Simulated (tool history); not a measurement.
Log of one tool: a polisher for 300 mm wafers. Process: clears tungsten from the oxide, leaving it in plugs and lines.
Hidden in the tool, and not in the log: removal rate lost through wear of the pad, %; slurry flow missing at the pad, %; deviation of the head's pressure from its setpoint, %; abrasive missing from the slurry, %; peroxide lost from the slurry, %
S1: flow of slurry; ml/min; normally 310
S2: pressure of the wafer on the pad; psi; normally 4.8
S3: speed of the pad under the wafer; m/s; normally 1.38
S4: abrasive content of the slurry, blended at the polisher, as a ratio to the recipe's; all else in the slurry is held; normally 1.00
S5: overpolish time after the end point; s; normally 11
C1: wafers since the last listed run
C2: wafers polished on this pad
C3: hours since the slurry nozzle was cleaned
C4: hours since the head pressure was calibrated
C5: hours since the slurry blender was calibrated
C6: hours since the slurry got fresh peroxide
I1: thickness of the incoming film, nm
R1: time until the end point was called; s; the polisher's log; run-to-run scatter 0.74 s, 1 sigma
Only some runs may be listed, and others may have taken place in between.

run     day   S1   S2    S3    S4  S5    C1    C2     C3      C4     C5     C6     I1    R1
  1   0.000  310  4.8  1.52  1.00  11     0   800  707.9  1161.2   98.8  253.6  330.7  39.3
      2.492  -- slurry nozzle cleaned
  2   2.812  310  4.8  1.52  1.00  11   960  1760    7.7  1228.7  166.3  321.1  327.9  39.5
  3   4.938  310  4.8  1.52  1.00  11   736  2497   58.7  1279.7  217.3  372.1  332.7  41.6
      6.342  -- slurry tank refilled with fresh slurry and peroxide
  4   6.454  310  4.8  1.26  1.00  11   511  3008   95.1  1316.1  253.7    2.7  329.8  46.8
      6.904  -- head pressure recalibrated
  5   7.712  310  4.8  1.26  1.00  11   407  3415  125.3    19.4  283.9   32.9  331.9  50.3
  6  12.012  310  4.8  1.26  1.00  11  1489  4905  228.5   122.6  387.1  136.1  328.8  50.4
     12.850  -- worn pad replaced by a new one
     12.979  -- slurry blender recalibrated
  7  13.267  310  4.8  1.38  1.00  11   347   115  258.6   152.7    6.9  166.2  328.8  42.5
  8  14.825  235  3.7  1.38  1.00  11   539   655  296.0   190.1   44.3  203.6  331.8  58.0
  9  15.900  310  4.8  1.38  1.20  11   372  1027  321.8   215.9   70.1  229.4  328.9  40.6
     22.529  -- slurry tank refilled with fresh slurry and peroxide
 10  24.462  210  6.1  1.64  1.00  17  2952  3980  527.3   421.4  275.6   46.4  330.8  31.5
 11  26.129  310  4.8  1.38  1.00  11   577  4557  567.3   461.4  315.6   86.4  334.3  46.8
     28.538  -- worn pad replaced by a new one
 12  28.558  235  4.8  1.38  1.20  11   783     7  625.6   519.7  373.9  144.7  326.4  39.4
     29.379  -- slurry blender recalibrated
 13  30.267  310  4.8  1.52  1.20  11   563   570  666.6   560.7   21.3  185.7  331.6  37.0
 14  31.367  350  6.3  1.38  0.75  13   381   951  693.0   587.1   47.7  212.1  330.5  36.1
     32.150  -- slurry nozzle cleaned
 15  33.867  310  5.5  1.38  1.00  11   851  1802   41.2   647.1  107.7  272.1  329.1  37.5
 16  40.796  375  3.2  1.64  1.00   5  2400  4203  207.5   813.4  274.0  438.4  326.2  56.8
     41.875  -- slurry tank refilled with fresh slurry and peroxide
 17  42.446  310  4.8  1.24  1.00  11   557  4761  247.1   853.0  313.6   13.7  327.9  50.0
 18  45.329  310  4.8  1.26  1.00  11   999  5760  316.3   922.2  382.8   82.9  332.8  51.6
     46.471  -- slurry blender recalibrated
 19  47.067  375  4.8  1.02  0.85  11   573  6333  358.0   963.9   14.3  124.6  331.8  65.9
     47.988  -- worn pad replaced by a new one
 20  49.388  310  4.8  1.38  0.85  11   746   484  413.7  1019.6   70.0  180.3  335.5  45.8
 21  51.212  310  4.8  1.80  1.00  11   632  1117  457.5  1063.4  113.8  224.1  325.0  33.9
 22  53.412  215  4.8  1.38  1.00  11   762  1879  510.3  1116.2  166.6  276.9  329.4  43.7
 23  55.162  310  4.8  1.38  1.00  11   606  2485  552.3  1158.2  208.6  318.9  334.0  44.5
 24  56.321  310  4.8  1.38  1.00  11   401  2887  580.1  1186.0  236.4  346.7  325.9  44.0
     56.671  -- slurry nozzle cleaned
     57.479  -- slurry tank refilled with fresh slurry and peroxide
 25  58.904  400  4.8  1.38  0.75  11   866  3753   53.6  1248.0  298.4   34.2  330.2  49.6
 26  61.400  210  6.2  1.18  0.90  11   864  4618  113.5  1307.9  358.3   94.1  331.2  44.8

Below are 4 alternative next runs, each starting from the tool's condition after run 26. Predict each:
  A  61.417  310  4.8  1.38  1.00  11   5  4623  113.9  1308.3  358.7  94.5  334.1   ?
  B  61.417  310  6.3  1.24  1.00  11   5  4623  113.9  1308.3  358.7  94.5  334.1   ?
  C  61.417  215  4.3  1.76  1.00  11   5  4623  113.9  1308.3  358.7  94.5  334.1   ?
  D  61.417  240  4.8  1.08  0.85   9   5  4623  113.9  1308.3  358.7  94.5  334.1   ?

run    R1
  A  47.5
  B  39.8
  C  43.8
  D  64.0
Without the tool's unlogged condition, the same runs would have read:
run    R1
  A  42.8
  B  35.9
  C  39.4
  D  57.7
